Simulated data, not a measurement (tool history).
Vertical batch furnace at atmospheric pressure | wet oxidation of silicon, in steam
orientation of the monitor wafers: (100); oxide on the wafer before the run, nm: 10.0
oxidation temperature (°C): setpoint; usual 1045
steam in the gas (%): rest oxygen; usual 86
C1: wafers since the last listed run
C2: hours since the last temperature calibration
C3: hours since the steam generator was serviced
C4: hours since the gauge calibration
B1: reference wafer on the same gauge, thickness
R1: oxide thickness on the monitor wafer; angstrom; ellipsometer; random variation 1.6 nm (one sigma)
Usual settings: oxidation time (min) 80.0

run 1 hour=0.0 | oxidation_temperature_(°C)=1050 oxidation_time_(min)=80.0 steam_in_the_gas_(%)=86 | C1=0 C2=2867.8 C3=1844.1 C4=275.0 | B1=739.95 | R1=6522.9
run 2 hour=59.4 | oxidation_temperature_(°C)=1050 oxidation_time_(min)=80.0 steam_in_the_gas_(%)=86 | C1=704 C2=2927.2 C3=1903.5 C4=334.4 | B1=739.57 | R1=6531.5
run 3 hour=166.6 | oxidation_temperature_(°C)=1050 oxidation_time_(min)=80.0 steam_in_the_gas_(%)=86 | C1=1270 C2=3034.4 C3=2010.7 C4=441.6 | B1=739.89 | R1=6513.6
run 4 hour=236.2 | oxidation_temperature_(°C)=1045 oxidation_time_(min)=80.0 steam_in_the_gas_(%)=86 | C1=824 C2=3104.0 C3=2080.3 C4=511.2 | B1=739.51 | R1=6355.4
run 5 hour=332.4 | oxidation_temperature_(°C)=1045 oxidation_time_(min)=80.0 steam_in_the_gas_(%)=86 | C1=1140 C2=3200.2 C3=2176.5 C4=607.4 | B1=740.50 | R1=6354.3
run 6 hour=430.0 | oxidation_temperature_(°C)=1045 oxidation_time_(min)=80.0 steam_in_the_gas_(%)=86 | C1=1156 C2=3297.8 C3=2274.1 C4=705.0 | B1=739.87 | R1=6380.7
run 7 hour=532.6 | oxidation_temperature_(°C)=1045 oxidation_time_(min)=80.0 steam_in_the_gas_(%)=86 | C1=1216 C2=3400.4 C3=2376.7 C4=807.6 | B1=740.09 | R1=6336.3
run 8 hour=635.0 | oxidation_temperature_(°C)=1045 oxidation_time_(min)=80.0 steam_in_the_gas_(%)=86 | C1=1213 C2=3502.8 C3=2479.1 C4=910.0 | B1=740.22 | R1=6341.3
run 9 hour=721.5 | oxidation_temperature_(°C)=1045 oxidation_time_(min)=109.5 steam_in_the_gas_(%)=86 | C1=1025 C2=3589.3 C3=2565.6 C4=996.5 | B1=739.86 | R1=7590.5
run 10 hour=794.8 | oxidation_temperature_(°C)=1045 oxidation_time_(min)=80.0 steam_in_the_gas_(%)=86 | C1=868 C2=3662.6 C3=2638.9 C4=1069.8 | B1=739.65 | R1=6295.2
run 11 hour=868.2 | oxidation_temperature_(°C)=1045 oxidation_time_(min)=80.0 steam_in_the_gas_(%)=92 | C1=869 C2=3736.0 C3=2712.3 C4=1143.2 | B1=740.09 | R1=6534.3
-- hour=922.1 steam generator serviced
run 12 hour=929.5 | oxidation_temperature_(°C)=1045 oxidation_time_(min)=80.0 steam_in_the_gas_(%)=92 | C1=442 C2=3797.3 C3=7.4 C4=1204.5 | B1=739.90 | R1=6733.6
run 13 hour=1018.3 | oxidation_temperature_(°C)=1045 oxidation_time_(min)=80.0 steam_in_the_gas_(%)=86 | C1=1052 C2=3886.1 C3=96.2 C4=1293.3 | B1=740.21 | R1=6500.2
run 14 hour=1065.6 | oxidation_temperature_(°C)=1027 oxidation_time_(min)=67.5 steam_in_the_gas_(%)=78 | C1=560 C2=3933.4 C3=143.5 C4=1340.6 | B1=740.63 | R1=5003.5
run 15 hour=1171.7 | oxidation_temperature_(°C)=1045 oxidation_time_(min)=97.5 steam_in_the_gas_(%)=86 | C1=1257 C2=4039.5 C3=249.6 C4=1446.7 | B1=739.80 | R1=7276.1
-- hour=1255.9 thermocouples replaced and temperature profile calibrated
run 16 hour=1256.4 | oxidation_temperature_(°C)=1045 oxidation_time_(min)=80.0 steam_in_the_gas_(%)=86 | C1=719 C2=0.5 C3=334.3 C4=1531.4 | B1=739.94 | R1=6332.4
run 17 hour=1312.0 | oxidation_temperature_(°C)=1057 oxidation_time_(min)=56.5 steam_in_the_gas_(%)=77 | C1=659 C2=56.1 C3=389.9 C4=1587.0 | B1=740.24 | R1=5086.1
run 18 hour=1394.3 | oxidation_temperature_(°C)=1069 oxidation_time_(min)=94.5 steam_in_the_gas_(%)=79 | C1=975 C2=138.4 C3=472.2 C4=1669.3 | B1=740.31 | R1=7430.4
run 19 hour=1457.8 | oxidation_temperature_(°C)=1027 oxidation_time_(min)=80.0 steam_in_the_gas_(%)=86 | C1=752 C2=201.9 C3=535.7 C4=1732.8 | B1=740.32 | R1=5765.6
run 20 hour=1508.1 | oxidation_temperature_(°C)=1045 oxidation_time_(min)=80.0 steam_in_the_gas_(%)=86 | C1=596 C2=252.2 C3=586.0 C4=1783.1 | B1=740.04 | R1=6336.7
-- hour=1562.1 gauge calibrated
run 21 hour=1578.9 | oxidation_temperature_(°C)=1057 oxidation_time_(min)=54.5 steam_in_the_gas_(%)=80 | C1=839 C2=323.0 C3=656.8 C4=16.8 | B1=740.17 | R1=5121.7
run 22 hour=1655.2 | oxidation_temperature_(°C)=1045 oxidation_time_(min)=90.5 steam_in_the_gas_(%)=86 | C1=904 C2=399.3 C3=733.1 C4=93.1 | B1=739.79 | R1=6814.5
run 23 hour=1888.1 | oxidation_temperature_(°C)=1055 oxidation_time_(min)=97.5 steam_in_the_gas_(%)=86 | C1=2760 C2=632.2 C3=966.0 C4=326.0 | B1=739.94 | R1=7463.1

The next listed run, before its measurement:
run 24 hour=1944.4 | oxidation_temperature_(°C)=1045 oxidation_time_(min)=68.5 steam_in_the_gas_(%)=86 | C1=667 C2=688.5 C3=1022.3 C4=382.3 | B1=? | R1=?

Run 24 gave B1 740.73, R1 5781.3 angstrom.
Without the tool's hidden state the same run would have given R1 5796.6 angstrom.

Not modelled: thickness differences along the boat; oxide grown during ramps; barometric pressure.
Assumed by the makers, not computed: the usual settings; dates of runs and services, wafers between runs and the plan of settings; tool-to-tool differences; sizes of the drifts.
